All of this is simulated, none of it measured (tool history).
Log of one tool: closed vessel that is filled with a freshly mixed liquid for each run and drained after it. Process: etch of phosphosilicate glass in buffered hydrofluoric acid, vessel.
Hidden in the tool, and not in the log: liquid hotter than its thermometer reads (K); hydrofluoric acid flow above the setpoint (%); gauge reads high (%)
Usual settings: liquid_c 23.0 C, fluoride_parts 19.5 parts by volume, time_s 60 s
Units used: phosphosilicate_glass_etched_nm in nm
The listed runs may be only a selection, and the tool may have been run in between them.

run   hour  liquid_c  fluoride_parts  time_s  wafers since the last listed run  hours since the thermometer was replaced  hours since the hydrofluoric acid flow meter was replaced  hours since the gauge calibration  read-back film thickness of the phosphosilicate glass reference wafer, read on the same gauge (nm)  phosphosilicate_glass_etched_nm
  1    0.0      23.0            19.5      60                                 0                                     605.6                                                     1188.1                               35.3                                                                                              110.00                           111.63
  2   14.9      23.0            19.5      60                              1060                                     620.5                                                     1203.0                               50.2                                                                                              110.00                           112.11
  3   25.3      23.0            19.5      80                               740                                     630.9                                                     1213.4                               60.6                                                                                              110.04                           148.73
  4   39.8      23.0            19.5      80                              1032                                     645.4                                                     1227.9                               75.1                                                                                              110.02                           149.04
  5   51.6      23.0            19.5      80                               839                                     657.2                                                     1239.7                               86.9                                                                                              110.02                           151.80
  6   68.0      23.0            21.5      60                              1167                                     673.6                                                     1256.1                              103.3                                                                                              109.98                           104.52
  7   77.2      23.0            21.5      60                               654                                     682.8                                                     1265.3                              112.5                                                                                              109.98                           105.11
  8   93.9      27.0            17.0      60                              1188                                     699.5                                                     1282.0                              129.2                                                                                              110.01                           161.19
  9  106.8      27.0            17.0      60                               918                                     712.4                                                     1294.9                              142.1                                                                                              110.03                           162.78
     112.2  -- thermometer replaced
 10  114.3      23.0            19.5      60                               462                                       2.1                                                     1302.4                              149.6                                                                                              109.96                           102.55
 11  125.2      23.0            19.5      60                               775                                      13.0                                                     1313.3                              160.5                                                                                              110.02                           102.17
 12  140.3      27.0            14.0      70                              1074                                      28.1                                                     1328.4                              175.6                                                                                              109.97                           203.68
 13  151.5      23.0            24.5      60                               797                                      39.3                                                     1339.6                              186.8                                                                                              110.00                            87.77
     151.8  -- gauge calibrated
 14  161.3      27.0            19.5      45                               697                                      49.1                                                     1349.4                                9.5                                                                                              109.96                            95.51
 15  175.8      26.5            19.5      60                              1032                                      63.6                                                     1363.9                               24.0                                                                                              110.00                           124.24
 16  193.3      23.0            19.5      60                              1245                                      81.1                                                     1381.4                               41.5                                                                                              109.96                           103.71
     200.0  -- hydrofluoric acid flow meter replaced
 17  238.5      18.0            19.5      60                              3146                                     126.3                                                       38.5                               86.7                                                                                              110.04                            78.56
 18  245.5      23.0            19.5      60                               498                                     133.3                                                       45.5                               93.7                                                                                              109.98                           104.47
 19  262.0      18.0            19.5      60                              1174                                     149.8                                                       62.0                              110.2                                                                                              110.04                            79.67
 20  279.5      23.0            26.0      70                              1245                                     167.3                                                       79.5                              127.7                                                                                              109.99                           100.38
 21  286.5      25.0            12.0      30                               498                                     174.3                                                       86.5                              134.7                                                                                              109.97                            94.71
 22  294.8      23.0            19.5      60                               590                                     182.6                                                       94.8                              143.0                                                                                              110.00                           103.95
 23  301.5      25.5            19.5      45                               476                                     189.3                                                      101.5                              149.7                                                                                              110.02                            90.47

Selected run-to-run steps in phosphosilicate_glass_etched_nm, each split into two signed amounts: the part the tool would show with no hidden state at all (from settings, incoming material and random variation), and the remainder, which goes to the hidden state together with any gauge scatter not common to the measured and the hidden-state-free results:
Run 7 -> 8: liquid_c 23.0 -> 27.0, fluoride_parts 21.5 -> 17.0. phosphosilicate_glass_etched_nm +56.08 nm: hidden state +5.90, all else +50.18.
Run 9 -> 10: liquid_c 27.0 -> 23.0, fluoride_parts 17.0 -> 19.5, thermometer replaced. phosphosilicate_glass_etched_nm -60.23 nm: hidden state -16.58, all else -43.65.
Run 11 -> 12: liquid_c 23.0 -> 27.0, fluoride_parts 19.5 -> 14.0, time_s 60 -> 70. phosphosilicate_glass_etched_nm +101.51 nm: hidden state +1.48, all else +100.03.
Run 12 -> 13: liquid_c 27.0 -> 23.0, fluoride_parts 14.0 -> 24.5, time_s 70 -> 60. phosphosilicate_glass_etched_nm -115.91 nm: hidden state -1.25, all else -114.66.

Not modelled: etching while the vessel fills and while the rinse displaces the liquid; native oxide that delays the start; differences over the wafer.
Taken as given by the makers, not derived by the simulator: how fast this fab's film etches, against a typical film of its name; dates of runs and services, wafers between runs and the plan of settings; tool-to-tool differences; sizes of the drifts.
